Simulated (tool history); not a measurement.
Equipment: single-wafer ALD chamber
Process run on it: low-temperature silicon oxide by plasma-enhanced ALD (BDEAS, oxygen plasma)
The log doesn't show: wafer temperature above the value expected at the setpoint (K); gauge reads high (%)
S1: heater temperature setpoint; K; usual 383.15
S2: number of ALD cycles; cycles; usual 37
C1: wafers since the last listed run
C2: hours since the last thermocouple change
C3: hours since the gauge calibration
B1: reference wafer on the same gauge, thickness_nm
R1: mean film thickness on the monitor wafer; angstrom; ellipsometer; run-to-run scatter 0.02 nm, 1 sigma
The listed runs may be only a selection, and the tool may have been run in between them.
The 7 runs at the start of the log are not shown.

{"run": 8, "hour": 556.2, "S1": 393.15, "S2": 37, "C1": 942, "C2": 100.7, "C3": 913.1, "B1": 3.857, "R1": 46.78}
{"run": 9, "hour": 594.9, "S1": 393.15, "S2": 37, "C1": 363, "C2": 139.4, "C3": 951.8, "B1": 3.854, "R1": 46.45}
{"run": 10, "hour": 701.9, "S1": 389.15, "S2": 39, "C1": 1006, "C2": 246.4, "C3": 1058.8, "B1": 3.859, "R1": 49.74}
{"run": 11, "hour": 792.0, "S1": 389.15, "S2": 39, "C1": 847, "C2": 336.5, "C3": 1148.9, "B1": 3.86, "R1": 49.15}
{"run": 12, "hour": 859.7, "S1": 383.15, "S2": 37, "C1": 636, "C2": 404.2, "C3": 1216.6, "B1": 3.858, "R1": 47.54}
{"run": 13, "hour": 939.1, "S1": 383.15, "S2": 37, "C1": 746, "C2": 483.6, "C3": 1296, "B1": 3.86, "R1": 47.67}
{"run": 14, "hour": 1001.5, "S1": 383.15, "S2": 37, "C1": 586, "C2": 546, "C3": 1358.4, "B1": 3.858, "R1": 47.79}
{"run": 15, "hour": 1038.9, "S1": 383.15, "S2": 37, "C1": 351, "C2": 583.4, "C3": 1395.8, "B1": 3.861, "R1": 47.44}
{"run": 16, "hour": 1135.7, "S1": 383.15, "S2": 39, "C1": 910, "C2": 680.2, "C3": 1492.6, "B1": 3.863, "R1": 50.44}
{"run": 17, "hour": 1187.5, "S1": 383.15, "S2": 37, "C1": 487, "C2": 732, "C3": 1544.4, "B1": 3.853, "R1": 47.9}
{"run": 18, "hour": 1291.7, "S1": 383.15, "S2": 37, "C1": 979, "C2": 836.2, "C3": 1648.6, "B1": 3.862, "R1": 47.55}
{"hour": 1312.8, "done": "gauge calibrated"}
{"run": 19, "hour": 1341.8, "S1": 383.15, "S2": 37, "C1": 471, "C2": 886.3, "C3": 29, "B1": 3.862, "R1": 47.62}
{"run": 20, "hour": 1424.0, "S1": 378.15, "S2": 32, "C1": 772, "C2": 968.5, "C3": 111.2, "B1": 3.858, "R1": 41.68}
{"run": 21, "hour": 1518.5, "S1": 372.15, "S2": 42, "C1": 888, "C2": 1063, "C3": 205.7, "B1": 3.865, "R1": 55.61}
{"run": 22, "hour": 1580.2, "S1": 393.15, "S2": 37, "C1": 580, "C2": 1124.7, "C3": 267.4, "B1": 3.857, "R1": 46.54}
{"run": 23, "hour": 1680.3, "S1": 392.15, "S2": 41, "C1": 941, "C2": 1224.8, "C3": 367.5, "B1": 3.859, "R1": 51.3}
{"run": 24, "hour": 1744.7, "S1": 389.15, "S2": 33, "C1": 605, "C2": 1289.2, "C3": 431.9, "B1": 3.859, "R1": 41.57}
{"run": 25, "hour": 1793.0, "S1": 375.15, "S2": 44, "C1": 454, "C2": 1337.5, "C3": 480.2, "B1": 3.859, "R1": 57.4}
{"run": 26, "hour": 1869.1, "S1": 383.15, "S2": 41, "C1": 715, "C2": 1413.6, "C3": 556.3, "B1": 3.854, "R1": 52.56}

Run 27 is up next; what results do you expect?
{"run": 27, "hour": 1907.4, "S1": 383.15, "S2": 37, "C1": 360, "C2": 1451.9, "C3": 594.6, "B1": "?", "R1": "?"}

For run 27 the tool returned B1 3.864, R1 47.36 angstrom.
If the tool had no hidden condition, the same run with the same run-to-run variation would have returned R1 47.36 angstrom.

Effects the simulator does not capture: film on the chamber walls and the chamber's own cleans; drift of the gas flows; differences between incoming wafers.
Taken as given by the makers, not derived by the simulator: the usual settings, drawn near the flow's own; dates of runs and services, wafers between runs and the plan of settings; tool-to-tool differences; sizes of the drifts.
